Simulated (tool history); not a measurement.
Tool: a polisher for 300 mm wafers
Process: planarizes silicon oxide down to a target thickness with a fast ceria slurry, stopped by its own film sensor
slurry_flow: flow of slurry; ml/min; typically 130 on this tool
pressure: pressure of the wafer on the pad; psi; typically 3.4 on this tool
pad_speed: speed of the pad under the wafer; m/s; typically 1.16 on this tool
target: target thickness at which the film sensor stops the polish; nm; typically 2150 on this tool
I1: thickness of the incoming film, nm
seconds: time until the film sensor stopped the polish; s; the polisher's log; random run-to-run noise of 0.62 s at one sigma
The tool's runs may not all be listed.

{"run": 1, "hour": 0.0, "slurry_flow": 130, "pressure": 3.4, "pad_speed": 1.16, "target": 2150, "I1": 3435.8, "seconds": 51}
{"run": 2, "hour": 53.4, "slurry_flow": 130, "pressure": 3.4, "pad_speed": 1.16, "target": 2150, "I1": 3456.8, "seconds": 51.9}
{"hour": 60.9, "done": "head pressure recalibrated"}
{"run": 3, "hour": 158.4, "slurry_flow": 130, "pressure": 3.4, "pad_speed": 1.16, "target": 2150, "I1": 3449.3, "seconds": 51.5}
{"hour": 216.5, "done": "worn pad replaced by a new one"}
{"run": 4, "hour": 229.5, "slurry_flow": 160, "pressure": 3.4, "pad_speed": 1.16, "target": 2150, "I1": 3409.5, "seconds": 47.6}
{"run": 5, "hour": 280.8, "slurry_flow": 160, "pressure": 3.4, "pad_speed": 1.16, "target": 2150, "I1": 3395.2, "seconds": 46.2}
{"run": 6, "hour": 386.2, "slurry_flow": 160, "pressure": 3.4, "pad_speed": 1.16, "target": 2150, "I1": 3404.7, "seconds": 48}
{"run": 7, "hour": 465.8, "slurry_flow": 130, "pressure": 3.4, "pad_speed": 1.16, "target": 2150, "I1": 3488.9, "seconds": 53.7}
{"run": 8, "hour": 549.2, "slurry_flow": 130, "pressure": 3.4, "pad_speed": 1.16, "target": 2150, "I1": 3374.2, "seconds": 48.1}
{"hour": 580.5, "done": "slurry nozzle cleaned"}
{"run": 9, "hour": 585.9, "slurry_flow": 130, "pressure": 3.4, "pad_speed": 1.16, "target": 2150, "I1": 3452.2, "seconds": 51}
{"hour": 603.2, "done": "worn pad replaced by a new one"}
{"run": 10, "hour": 637.4, "slurry_flow": 105, "pressure": 3.4, "pad_speed": 1.16, "target": 2150, "I1": 3415, "seconds": 52.6}
{"hour": 675.5, "done": "head pressure recalibrated"}
{"run": 11, "hour": 828.9, "slurry_flow": 105, "pressure": 3.4, "pad_speed": 1.16, "target": 2150, "I1": 3438.9, "seconds": 53.9}
{"run": 12, "hour": 924.4, "slurry_flow": 90, "pressure": 4, "pad_speed": 1.34, "target": 1768, "I1": 3415, "seconds": 58.6}
{"hour": 953.3, "done": "worn pad replaced by a new one"}
{"run": 13, "hour": 994.7, "slurry_flow": 130, "pressure": 3.4, "pad_speed": 1.16, "target": 2150, "I1": 3454.9, "seconds": 51.2}
{"run": 14, "hour": 1084.4, "slurry_flow": 130, "pressure": 3.4, "pad_speed": 1.16, "target": 2150, "I1": 3391.6, "seconds": 49.6}
{"hour": 1127.9, "done": "slurry nozzle cleaned"}
{"hour": 1183.1, "done": "head pressure recalibrated"}
{"run": 15, "hour": 1236.2, "slurry_flow": 130, "pressure": 4, "pad_speed": 0.82, "target": 2150, "I1": 3408, "seconds": 58.2}
{"hour": 1245.7, "done": "worn pad replaced by a new one"}
{"run": 16, "hour": 1326.5, "slurry_flow": 155, "pressure": 4.3, "pad_speed": 1.02, "target": 1887, "I1": 3441.8, "seconds": 56}

What will run 17 give?
{"run": 17, "hour": 1374.5, "slurry_flow": 130, "pressure": 3.4, "pad_speed": 0.94, "target": 2150, "I1": 3387.5, "seconds": "?"}

{"run 17": {"seconds": 57.5}}
With the hidden condition absent and the run-to-run variation left alone, this run would have shown seconds 57.5 s.

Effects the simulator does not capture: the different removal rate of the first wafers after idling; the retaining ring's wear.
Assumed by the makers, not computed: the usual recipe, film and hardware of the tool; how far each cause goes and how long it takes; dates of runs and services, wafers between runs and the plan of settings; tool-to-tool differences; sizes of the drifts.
